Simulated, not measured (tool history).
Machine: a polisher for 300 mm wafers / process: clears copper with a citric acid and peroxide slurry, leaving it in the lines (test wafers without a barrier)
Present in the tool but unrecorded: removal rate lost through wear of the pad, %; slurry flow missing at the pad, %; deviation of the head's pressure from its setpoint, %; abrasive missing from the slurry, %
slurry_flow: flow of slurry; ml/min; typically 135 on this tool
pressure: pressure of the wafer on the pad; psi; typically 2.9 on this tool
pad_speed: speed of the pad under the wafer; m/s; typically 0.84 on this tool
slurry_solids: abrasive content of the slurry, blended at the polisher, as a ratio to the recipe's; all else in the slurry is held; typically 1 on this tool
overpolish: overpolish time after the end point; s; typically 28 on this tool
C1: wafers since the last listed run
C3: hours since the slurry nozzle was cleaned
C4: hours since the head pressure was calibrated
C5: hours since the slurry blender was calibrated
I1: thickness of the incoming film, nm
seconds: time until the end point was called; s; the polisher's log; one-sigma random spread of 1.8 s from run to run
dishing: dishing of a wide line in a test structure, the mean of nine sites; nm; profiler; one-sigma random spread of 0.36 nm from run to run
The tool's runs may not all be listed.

run 1 hour=0 | slurry_flow=135 pressure=2.5 pad_speed=0.84 slurry_solids=1 overpolish=28 | C1=0 wafers_polished_on_this_pad=196 C3=524.1 C4=352.5 C5=62.3 | I1=183.5 | seconds=145.5 dishing=23.1
-- hour=39 slurry blender recalibrated
run 2 hour=42.2 | slurry_flow=135 pressure=2.9 pad_speed=0.84 slurry_solids=1 overpolish=28 | C1=239 wafers_polished_on_this_pad=435 C3=566.3 C4=394.7 C5=3.2 | I1=185.4 | seconds=138.8 dishing=25.2
-- hour=47.3 worn pad replaced by a new one
run 3 hour=72.2 | slurry_flow=135 pressure=2.9 pad_speed=0.84 slurry_solids=1 overpolish=28 | C1=154 wafers_polished_on_this_pad=148 C3=596.3 C4=424.7 C5=33.2 | I1=181.6 | seconds=131.2 dishing=25.7
run 4 hour=82 | slurry_flow=135 pressure=2.9 pad_speed=0.84 slurry_solids=1 overpolish=28 | C1=58 wafers_polished_on_this_pad=206 C3=606.1 C4=434.5 C5=43 | I1=186.6 | seconds=143 dishing=25.4
run 5 hour=90.2 | slurry_flow=135 pressure=2.9 pad_speed=0.84 slurry_solids=1 overpolish=28 | C1=48 wafers_polished_on_this_pad=255 C3=614.3 C4=442.7 C5=51.2 | I1=187.4 | seconds=138.7 dishing=25.3
run 6 hour=99.8 | slurry_flow=135 pressure=2.9 pad_speed=0.84 slurry_solids=1 overpolish=28 | C1=57 wafers_polished_on_this_pad=312 C3=623.9 C4=452.3 C5=60.8 | I1=185.8 | seconds=141.4 dishing=25.3
-- hour=102.6 slurry nozzle cleaned
run 7 hour=108.5 | slurry_flow=135 pressure=2.9 pad_speed=0.84 slurry_solids=1 overpolish=28 | C1=45 wafers_polished_on_this_pad=358 C3=5.9 C4=461 C5=69.5 | I1=185.1 | seconds=138.6 dishing=24
run 8 hour=114.8 | slurry_flow=135 pressure=3.2 pad_speed=0.84 slurry_solids=1 overpolish=28 | C1=37 wafers_polished_on_this_pad=395 C3=12.2 C4=467.3 C5=75.8 | I1=182.7 | seconds=128.1 dishing=26.5
run 9 hour=131 | slurry_flow=135 pressure=3.2 pad_speed=0.84 slurry_solids=1 overpolish=28 | C1=96 wafers_polished_on_this_pad=491 C3=28.4 C4=483.5 C5=92 | I1=186.9 | seconds=131.7 dishing=26.4
-- hour=140.9 worn pad replaced by a new one
run 10 hour=141.4 | slurry_flow=135 pressure=2.9 pad_speed=0.84 slurry_solids=1 overpolish=28 | C1=38 wafers_polished_on_this_pad=2 C3=38.8 C4=493.9 C5=102.4 | I1=186.9 | seconds=128.8 dishing=27.4
run 11 hour=146 | slurry_flow=165 pressure=2.9 pad_speed=0.84 slurry_solids=1.25 overpolish=40 | C1=27 wafers_polished_on_this_pad=30 C3=43.4 C4=498.5 C5=107 | I1=182.8 | seconds=118.8 dishing=38.2
-- hour=149.1 slurry blender recalibrated
run 12 hour=153.1 | slurry_flow=135 pressure=2.9 pad_speed=0.84 slurry_solids=1 overpolish=28 | C1=30 wafers_polished_on_this_pad=60 C3=50.5 C4=505.6 C5=4 | I1=187 | seconds=130.8 dishing=26.3
run 13 hour=166.2 | slurry_flow=135 pressure=2.9 pad_speed=0.84 slurry_solids=1 overpolish=28 | C1=77 wafers_polished_on_this_pad=138 C3=63.6 C4=518.7 C5=17.1 | I1=188 | seconds=139.3 dishing=25.4
run 14 hour=172.6 | slurry_flow=135 pressure=2.9 pad_speed=0.84 slurry_solids=1 overpolish=28 | C1=38 wafers_polished_on_this_pad=176 C3=70 C4=525.1 C5=23.5 | I1=184.7 | seconds=138.7 dishing=25.1
run 15 hour=184.4 | slurry_flow=135 pressure=1.9 pad_speed=0.84 slurry_solids=0.8 overpolish=28 | C1=70 wafers_polished_on_this_pad=246 C3=81.8 C4=536.9 C5=35.3 | I1=183.1 | seconds=204.7 dishing=18
-- hour=192.1 head pressure recalibrated
run 16 hour=194.2 | slurry_flow=155 pressure=2.1 pad_speed=0.62 slurry_solids=1.2 overpolish=28 | C1=46 wafers_polished_on_this_pad=293 C3=91.6 C4=2.1 C5=45.1 | I1=184.5 | seconds=180.7 dishing=19.3
run 17 hour=207.3 | slurry_flow=135 pressure=3.6 pad_speed=0.84 slurry_solids=1 overpolish=28 | C1=77 wafers_polished_on_this_pad=371 C3=104.7 C4=15.2 C5=58.2 | I1=182.9 | seconds=103.7 dishing=31.6
-- hour=229.3 worn pad replaced by a new one
-- hour=250.1 slurry blender recalibrated
run 18 hour=251.8 | slurry_flow=180 pressure=3.2 pad_speed=0.62 slurry_solids=0.7 overpolish=28 | C1=228 wafers_polished_on_this_pad=122 C3=149.2 C4=59.7 C5=1.7 | I1=187.8 | seconds=137.2 dishing=25.6
run 19 hour=296.7 | slurry_flow=135 pressure=2.9 pad_speed=0.84 slurry_solids=1 overpolish=39 | C1=266 wafers_polished_on_this_pad=389 C3=194.1 C4=104.6 C5=46.6 | I1=186.1 | seconds=132.3 dishing=34.5
run 20 hour=311.7 | slurry_flow=135 pressure=2.9 pad_speed=0.84 slurry_solids=0.75 overpolish=28 | C1=89 wafers_polished_on_this_pad=478 C3=209.1 C4=119.6 C5=61.6 | I1=185.2 | seconds=137.2 dishing=24.8
-- hour=320.9 worn pad replaced by a new one
run 21 hour=324.2 | slurry_flow=135 pressure=2.9 pad_speed=0.84 slurry_solids=1 overpolish=28 | C1=50 wafers_polished_on_this_pad=19 C3=221.6 C4=132.1 C5=74.1 | I1=183.1 | seconds=113.7 dishing=28.7

State the hidden condition of the tool at each of the runs:
slurry flow missing at the pad, %: 0 in every run
abrasive missing from the slurry, %: 0 in every run
H1: removal rate lost through wear of the pad, %
H2: deviation of the head's pressure from its setpoint, %
run=1 H1=9.82 H2=-8.98
run=2 H1=12.9 H2=-9.99
run=3 H1=8.94 H2=-10.7
run=4 H1=10.5 H2=-10.9
run=5 H1=11.4 H2=-11.1
run=6 H1=12.2 H2=-11.4
run=7 H1=12.7 H2=-11.6
run=8 H1=13 H2=-11.7
run=9 H1=13.5 H2=-12.1
run=10 H1=1.48 H2=-12.4
run=11 H1=3.34 H2=-12.5
run=12 H1=5.67 H2=-12.6
run=13 H1=8.7 H2=-12.9
run=14 H1=9.75 H2=-13.1
run=15 H1=11.2 H2=-13.4
run=16 H1=12 H2=0.113
run=17 H1=12.7 H2=-0.199
run=18 H1=8.4 H2=-1.26
run=19 H1=12.9 H2=-2.33
run=20 H1=13.4 H2=-2.69
run=21 H1=3.02 H2=-2.98
